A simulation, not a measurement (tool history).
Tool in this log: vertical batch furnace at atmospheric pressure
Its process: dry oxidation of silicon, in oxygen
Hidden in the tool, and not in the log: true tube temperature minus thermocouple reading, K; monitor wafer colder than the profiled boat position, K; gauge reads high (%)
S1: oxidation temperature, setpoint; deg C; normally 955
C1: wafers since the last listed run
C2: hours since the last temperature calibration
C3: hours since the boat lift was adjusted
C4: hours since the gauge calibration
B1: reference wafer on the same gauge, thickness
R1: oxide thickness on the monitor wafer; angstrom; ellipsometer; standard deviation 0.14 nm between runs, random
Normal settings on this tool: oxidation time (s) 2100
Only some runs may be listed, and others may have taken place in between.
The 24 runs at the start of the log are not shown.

run 25 hour=1235 | S1=975 oxidation_time_(s)=2100 | C1=629 C2=256.1 C3=903.2 C4=1122.4 | B1=24.58 | R1=293.1
run 26 hour=1275.6 | S1=932 oxidation_time_(s)=1830 | C1=478 C2=296.7 C3=943.8 C4=1163 | B1=24.56 | R1=172.6
run 27 hour=1320.7 | S1=955 oxidation_time_(s)=2100 | C1=531 C2=341.8 C3=988.9 C4=1208.1 | B1=24.58 | R1=244
-- hour=1330.7 gauge calibrated
run 28 hour=1358.8 | S1=933 oxidation_time_(s)=2100 | C1=448 C2=379.9 C3=1027 C4=28.1 | B1=24.66 | R1=189.7
run 29 hour=1390 | S1=938 oxidation_time_(s)=1170 | C1=367 C2=411.1 C3=1058.2 C4=59.3 | B1=24.61 | R1=133.7
run 30 hour=1442.7 | S1=965 oxidation_time_(s)=2100 | C1=620 C2=463.8 C3=1110.9 C4=112 | B1=24.59 | R1=267.7
run 31 hour=1475.3 | S1=955 oxidation_time_(s)=3000 | C1=383 C2=496.4 C3=1143.5 C4=144.6 | B1=24.57 | R1=304.4
run 32 hour=1519.3 | S1=955 oxidation_time_(s)=2700 | C1=518 C2=540.4 C3=1187.5 C4=188.6 | B1=24.55 | R1=286.1
run 33 hour=1585.9 | S1=955 oxidation_time_(s)=2100 | C1=784 C2=607 C3=1254.1 C4=255.2 | B1=24.61 | R1=242.3
run 34 hour=1656.1 | S1=955 oxidation_time_(s)=2100 | C1=826 C2=677.2 C3=1324.3 C4=325.4 | B1=24.6 | R1=245.4
run 35 hour=1705 | S1=955 oxidation_time_(s)=1170 | C1=575 C2=726.1 C3=1373.2 C4=374.3 | B1=24.64 | R1=168.5
run 36 hour=1731.4 | S1=962 oxidation_time_(s)=1290 | C1=310 C2=752.5 C3=1399.6 C4=400.7 | B1=24.6 | R1=193.5
run 37 hour=1755.6 | S1=937 oxidation_time_(s)=2850 | C1=284 C2=776.7 C3=1423.8 C4=424.9 | B1=24.59 | R1=240.2
run 38 hour=1810.2 | S1=947 oxidation_time_(s)=1110 | C1=642 C2=831.3 C3=1478.4 C4=479.5 | B1=24.52 | R1=146.1

5 ways to go on from here, each from the tool as it stands after run 38. What would each give?
run A hour=1814.9 | S1=955 oxidation_time_(s)=2100 | C1=55 C2=836 C3=1483.1 C4=484.2 | B1=? | R1=?
run B hour=1814.9 | S1=978 oxidation_time_(s)=2820 | C1=55 C2=836 C3=1483.1 C4=484.2 | B1=? | R1=?
run C hour=1814.9 | S1=955 oxidation_time_(s)=1560 | C1=55 C2=836 C3=1483.1 C4=484.2 | B1=? | R1=?
run D hour=1814.9 | S1=975 oxidation_time_(s)=1470 | C1=55 C2=836 C3=1483.1 C4=484.2 | B1=? | R1=?
run E hour=1814.9 | S1=955 oxidation_time_(s)=1800 | C1=55 C2=836 C3=1483.1 C4=484.2 | B1=? | R1=?

run=A B1=24.63 R1=244.3
run=B B1=24.63 R1=357.6
run=C B1=24.63 R1=202.6
run=D B1=24.63 R1=236
run=E B1=24.63 R1=221.7
Without the tool's hidden state the same runs would have given:
run=A R1=249.5
run=B R1=362.9
run=C R1=207.2
run=D R1=239.7
run=E R1=226.6

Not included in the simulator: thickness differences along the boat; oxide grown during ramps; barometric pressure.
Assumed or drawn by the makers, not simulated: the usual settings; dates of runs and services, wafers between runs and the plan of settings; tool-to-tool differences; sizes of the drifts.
